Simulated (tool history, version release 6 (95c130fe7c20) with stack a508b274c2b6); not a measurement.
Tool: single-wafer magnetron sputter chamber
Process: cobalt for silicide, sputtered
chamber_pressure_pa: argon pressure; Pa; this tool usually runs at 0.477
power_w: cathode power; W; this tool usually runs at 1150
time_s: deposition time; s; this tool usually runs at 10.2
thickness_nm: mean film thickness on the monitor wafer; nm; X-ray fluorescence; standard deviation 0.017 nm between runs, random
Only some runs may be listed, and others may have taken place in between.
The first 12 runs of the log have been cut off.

run	hour	chamber_pressure_pa	power_w	time_s	read-back reference wafer on the same gauge, thickness_nm	thickness_nm
13	861.6	0.477	1150	10.2	5.037	6.059
14	920.6	0.477	1150	10.2	5.029	6.045
15	1000.6	0.477	1150	10.2	5.027	6.011
# hour 1020.9: capacitance manometer re-zeroed and calibrated
16	1049.7	0.543	1000	8.8	5.028	4.418
17	1100.9	0.477	1400	10.2	5.032	7.322
18	1163.6	0.477	1000	10.8	5.030	5.547
# hour 1227.9: sputter target and shields replaced
19	1255.6	0.401	1150	10.2	5.032	6.312
20	1302.8	0.309	950	10.2	5.029	5.382
21	1385.9	0.535	1300	8.4	5.027	5.536
22	1475.8	0.590	1150	10.2	5.028	5.788
23	1524.9	0.477	1150	10.2	5.030	6.026
24	1600.0	0.477	1450	9.2	5.029	6.859
25	1655.3	0.477	1350	10.2	5.032	7.070
26	1698.3	0.610	950	10.2	5.028	4.695
# hour 1783.9: magnet pack replaced
27	1798.8	0.587	1150	10.2	5.032	5.788
# hour 1858.9: sputter target and shields replaced
28	1867.9	0.635	1150	11.9	5.031	6.742
29	1970.3	0.600	1150	10.2	5.033	5.780
30	2012.7	0.477	1300	11.3	5.036	7.592
31	2100.8	0.477	1150	10.2	5.037	6.056
32	2175.8	0.477	1150	11.9	5.024	7.044
# hour 2266.6: gauge calibrated
33	2278.0	0.477	1150	10.2	5.031	6.049
34	2361.4	0.477	900	11.1	5.038	5.151
35	2465.2	0.635	950	10.2	5.028	4.702
# hour 2477.4: sputter target and shields replaced
36	2506.1	0.416	1150	10.2	5.033	6.291

Here are 3 independent what-if runs from the current tool condition. What would each one return?
A	2506.5	0.477	1150	10.2	?	?
B	2506.5	0.642	1250	9.5	?	?
C	2506.5	0.477	1150	8.6	?	?

run	read-back reference wafer on the same gauge, thickness_nm	thickness_nm
A	5.035	6.120
B	5.035	5.802
C	5.035	5.160
With the hidden condition removed and each run's random variation left untouched, the same runs would have given:
run	thickness_nm
A	6.153
B	5.834
C	5.188
